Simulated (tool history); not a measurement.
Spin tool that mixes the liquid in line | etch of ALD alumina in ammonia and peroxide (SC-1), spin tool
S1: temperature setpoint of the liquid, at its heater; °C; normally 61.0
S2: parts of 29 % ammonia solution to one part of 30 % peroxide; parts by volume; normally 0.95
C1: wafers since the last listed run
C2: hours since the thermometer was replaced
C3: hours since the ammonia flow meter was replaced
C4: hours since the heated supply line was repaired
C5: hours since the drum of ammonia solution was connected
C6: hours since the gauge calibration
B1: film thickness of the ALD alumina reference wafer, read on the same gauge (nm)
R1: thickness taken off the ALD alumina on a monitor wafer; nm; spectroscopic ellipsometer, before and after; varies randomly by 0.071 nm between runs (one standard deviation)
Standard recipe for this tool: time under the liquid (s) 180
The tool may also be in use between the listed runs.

Run 1, hour 0.0: usual settings; C1 0; C2 2205.6; C3 1010.6; C4 2341.4; C5 153.5; C6 450.5; B1 50.03. Result: R1 12.88 nm.
Run 2, hour 37.4: usual settings; C1 323; C2 2243.0; C3 1048.0; C4 2378.8; C5 190.9; C6 487.9; B1 49.99. Result: R1 12.78 nm.
Run 3, hour 83.9: usual settings; C1 401; C2 2289.5; C3 1094.5; C4 2425.3; C5 237.4; C6 534.4; B1 50.03. Result: R1 12.82 nm.
At hour 91.8: new drum of ammonia solution connected.
Run 4, hour 123.8: usual settings; C1 336; C2 2329.4; C3 1134.4; C4 2465.2; C5 32.0; C6 574.3; B1 49.99. Result: R1 12.71 nm.
Run 5, hour 150.1: usual settings; C1 227; C2 2355.7; C3 1160.7; C4 2491.5; C5 58.3; C6 600.6; B1 49.99. Result: R1 12.88 nm.
Run 6, hour 180.4: usual settings; C1 261; C2 2386.0; C3 1191.0; C4 2521.8; C5 88.6; C6 630.9; B1 49.98. Result: R1 12.81 nm.
Run 7, hour 233.8: usual settings; C1 461; C2 2439.4; C3 1244.4; C4 2575.2; C5 142.0; C6 684.3; B1 49.99. Result: R1 12.83 nm.
Run 8, hour 258.5: usual settings; C1 213; C2 2464.1; C3 1269.1; C4 2599.9; C5 166.7; C6 709.0; B1 50.01. Result: R1 12.74 nm.
Run 9, hour 297.9: usual settings; C1 340; C2 2503.5; C3 1308.5; C4 2639.3; C5 206.1; C6 748.4; B1 50.00. Result: R1 12.73 nm.
Run 10, hour 367.1: usual settings but time under the liquid (s) 255; C1 598; C2 2572.7; C3 1377.7; C4 2708.5; C5 275.3; C6 817.6; B1 50.02. Result: R1 18.08 nm.
At hour 375.2: new drum of ammonia solution connected.
Run 11, hour 400.7: usual settings but time under the liquid (s) 255; C1 281; C2 2606.3; C3 1411.3; C4 2742.1; C5 25.5; C6 851.2; B1 49.99. Result: R1 18.05 nm.
At hour 443.2: heated supply line repaired.
Run 12, hour 471.4: usual settings but S1 65.5 °C, S2 0.70 parts by volume, time under the liquid (s) 130; C1 602; C2 2677.0; C3 1482.0; C4 28.2; C5 96.2; C6 921.9; B1 50.04. Result: R1 12.15 nm.
At hour 472.7: thermometer replaced.
At hour 491.0: gauge calibrated.
Run 13, hour 514.6: usual settings but S1 70.0 °C, S2 1.15 parts by volume, time under the liquid (s) 275; C1 364; C2 41.9; C3 1525.2; C4 71.4; C5 139.4; C6 23.6; B1 49.97. Result: R1 33.35 nm.
Run 14, hour 578.2: usual settings but S1 69.5 °C, time under the liquid (s) 260; C1 549; C2 105.5; C3 1588.8; C4 135.0; C5 203.0; C6 87.2; B1 50.00. Result: R1 30.22 nm.
Run 15, hour 622.1: usual settings but S2 1.10 parts by volume; C1 379; C2 149.4; C3 1632.7; C4 178.9; C5 246.9; C6 131.1; B1 49.99. Result: R1 14.01 nm.
Run 16, hour 656.4: usual settings but S1 64.0 °C; C1 296; C2 183.7; C3 1667.0; C4 213.2; C5 281.2; C6 165.4; B1 49.97. Result: R1 15.95 nm.
At hour 659.0: new drum of ammonia solution connected.
Run 17, hour 697.3: usual settings; C1 344; C2 224.6; C3 1707.9; C4 254.1; C5 38.3; C6 206.3; B1 50.01. Result: R1 13.73 nm.
Run 18, hour 746.1: usual settings but S1 66.5 °C, S2 1.20 parts by volume, time under the liquid (s) 80; C1 421; C2 273.4; C3 1756.7; C4 302.9; C5 87.1; C6 255.1; B1 50.03. Result: R1 8.14 nm.
Run 19, hour 802.6: usual settings but S2 1.20 parts by volume; C1 488; C2 329.9; C3 1813.2; C4 359.4; C5 143.6; C6 311.6; B1 50.01. Result: R1 13.96 nm.
At hour 847.1: ammonia flow meter replaced.
Run 20, hour 874.1: usual settings; C1 609; C2 401.4; C3 27.0; C4 430.9; C5 215.1; C6 383.1; B1 49.99. Result: R1 13.54 nm.
At hour 923.8: new drum of ammonia solution connected.
Run 21, hour 933.5: usual settings but S1 69.5 °C, time under the liquid (s) 260; C1 504; C2 460.8; C3 86.4; C4 490.3; C5 9.7; C6 442.5; B1 50.02. Result: R1 29.76 nm.
Run 22, hour 960.6: usual settings but S1 55.0 °C, S2 0.80 parts by volume, time under the liquid (s) 225; C1 234; C2 487.9; C3 113.5; C4 517.4; C5 36.8; C6 469.6; B1 50.03. Result: R1 12.22 nm.
Run 23, hour 1016.7: usual settings but S1 51.0 °C, time under the liquid (s) 95; C1 484; C2 544.0; C3 169.6; C4 573.5; C5 92.9; C6 525.7; B1 49.99. Result: R1 4.23 nm.
Run 24, hour 1047.3: usual settings; C1 264; C2 574.6; C3 200.2; C4 604.1; C5 123.5; C6 556.3; B1 49.99. Result: R1 13.56 nm.
Run 25, hour 1072.6: usual settings; C1 218; C2 599.9; C3 225.5; C4 629.4; C5 148.8; C6 581.6; B1 49.99. Result: R1 13.55 nm.
Run 26, hour 1119.1: usual settings but S2 0.55 parts by volume; C1 401; C2 646.4; C3 272.0; C4 675.9; C5 195.3; C6 628.1; B1 50.01. Result: R1 12.93 nm.

3 ways to go on from here, each from the tool as it stands after run 26. What would each give?
Run A, hour 1119.6: usual settings but S1 51.5 °C; C1 4; C2 646.9; C3 272.5; C4 676.4; C5 195.8; C6 628.6; B1 ?. Result: R1 ?.
Run B, hour 1119.6: usual settings but S1 54.5 °C, S2 1.20 parts by volume, time under the liquid (s) 75; C1 4; C2 646.9; C3 272.5; C4 676.4; C5 195.8; C6 628.6; B1 ?. Result: R1 ?.
Run C, hour 1119.6: usual settings but S2 1.15 parts by volume, time under the liquid (s) 75; C1 4; C2 646.9; C3 272.5; C4 676.4; C5 195.8; C6 628.6; B1 ?. Result: R1 ?.

run     B1    R1
  A  50.00  8.24
  B  50.00  4.13
  C  50.00  5.77
The same runs, with their run-to-run variation unchanged, on a tool lacking any hidden condition would have given:
run    R1
  A  8.47
  B  4.24
  C  5.93
